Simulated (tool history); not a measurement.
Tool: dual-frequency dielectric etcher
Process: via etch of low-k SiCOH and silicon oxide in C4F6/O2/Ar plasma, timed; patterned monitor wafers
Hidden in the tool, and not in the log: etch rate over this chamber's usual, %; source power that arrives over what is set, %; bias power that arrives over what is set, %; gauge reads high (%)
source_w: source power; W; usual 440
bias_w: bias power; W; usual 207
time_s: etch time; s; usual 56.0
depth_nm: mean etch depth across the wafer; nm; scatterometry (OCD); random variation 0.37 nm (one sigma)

| run | hour | source_w | bias_w | time_s | wafers since the last listed run | hours since the last wet clean | hours since the last source power generator calibration | hours since the last bias power generator calibration | hours since the last upper electrode change | hours since the gauge calibration | read-back reference wafer on the same gauge, depth_nm | depth_nm |
|---|---|---|---|---|---|---|---|---|---|---|---|---|
| 1 | 0.0 | 440 | 207 | 49.5 | 0 | 425.6 | 2288.7 | 2765.9 | 4355.7 | 214.8 | 159.9 | 144.2 |
| 2 | 15.2 | 440 | 207 | 56.0 | 188 | 440.8 | 2303.9 | 2781.1 | 4370.9 | 230.0 | 160.0 | 162.9 |
| 3 | 21.6 | 440 | 207 | 56.0 | 79 | 447.2 | 2310.3 | 2787.5 | 4377.3 | 236.4 | 160.1 | 163.4 |
| 4 | 29.2 | 440 | 207 | 56.0 | 94 | 454.8 | 2317.9 | 2795.1 | 4384.9 | 244.0 | 159.9 | 163.2 |
| 5 | 41.2 | 440 | 227 | 56.0 | 148 | 466.8 | 2329.9 | 2807.1 | 4396.9 | 256.0 | 160.0 | 167.9 |
|  | 68.1 | wet clean of the chamber |
| 6 | 68.6 | 440 | 207 | 43.0 | 42 | 0.5 | 2357.3 | 2834.5 | 4424.3 | 283.4 | 160.0 | 125.1 |
| 7 | 68.9 | 440 | 207 | 43.0 | 3 | 0.8 | 2357.6 | 2834.8 | 4424.6 | 283.7 | 160.0 | 125.0 |
| 8 | 91.2 | 400 | 250 | 56.0 | 276 | 23.1 | 2379.9 | 2857.1 | 4446.9 | 306.0 | 160.0 | 165.8 |
|  | 117.2 | source power generator calibrated |
|  | 120.3 | gauge calibrated |
|  | 126.0 | upper electrode replaced |
| 9 | 126.5 | 440 | 207 | 56.0 | 279 | 58.4 | 9.3 | 2892.4 | 0.5 | 6.2 | 159.8 | 159.6 |
| 10 | 126.8 | 440 | 207 | 56.0 | 3 | 58.7 | 9.6 | 2892.7 | 0.8 | 6.5 | 160.0 | 159.4 |
| 11 | 132.7 | 440 | 207 | 56.0 | 73 | 64.6 | 15.5 | 2898.6 | 6.7 | 12.4 | 160.1 | 159.2 |
| 12 | 146.3 | 490 | 228 | 56.0 | 168 | 78.2 | 29.1 | 2912.2 | 20.3 | 26.0 | 160.1 | 174.7 |
| 13 | 160.7 | 400 | 166 | 56.0 | 178 | 92.6 | 43.5 | 2926.6 | 34.7 | 40.4 | 160.0 | 139.3 |
| 14 | 174.6 | 440 | 207 | 56.0 | 172 | 106.5 | 57.4 | 2940.5 | 48.6 | 54.3 | 160.0 | 158.9 |
| 15 | 182.9 | 370 | 243 | 42.5 | 103 | 114.8 | 65.7 | 2948.8 | 56.9 | 62.6 | 160.0 | 115.5 |
| 16 | 189.5 | 550 | 170 | 65.5 | 81 | 121.4 | 72.3 | 2955.4 | 63.5 | 69.2 | 159.9 | 196.0 |
| 17 | 219.2 | 440 | 254 | 56.0 | 368 | 151.1 | 102.0 | 2985.1 | 93.2 | 98.9 | 159.9 | 172.2 |
|  | 246.9 | bias power generator calibrated |
| 18 | 253.3 | 350 | 207 | 56.0 | 373 | 185.2 | 136.1 | 6.4 | 127.3 | 133.0 | 160.0 | 139.0 |
| 19 | 266.5 | 530 | 158 | 56.0 | 163 | 198.4 | 149.3 | 19.6 | 140.5 | 146.2 | 160.0 | 160.5 |
| 20 | 280.2 | 540 | 185 | 56.0 | 170 | 212.1 | 163.0 | 33.3 | 154.2 | 159.9 | 160.1 | 171.6 |
| 21 | 295.3 | 440 | 207 | 64.5 | 187 | 227.2 | 178.1 | 48.4 | 169.3 | 175.0 | 160.0 | 184.2 |

The next listed run, before its measurement:
| 22 | 309.9 | 350 | 243 | 45.0 | 181 | 241.8 | 192.7 | 63.0 | 183.9 | 189.6 | ? | ? |

Run 22 gave read-back reference wafer on the same gauge, depth_nm 159.9, depth_nm 119.4 nm.
Without the tool's hidden state the same run would have given depth_nm 118.6 nm.
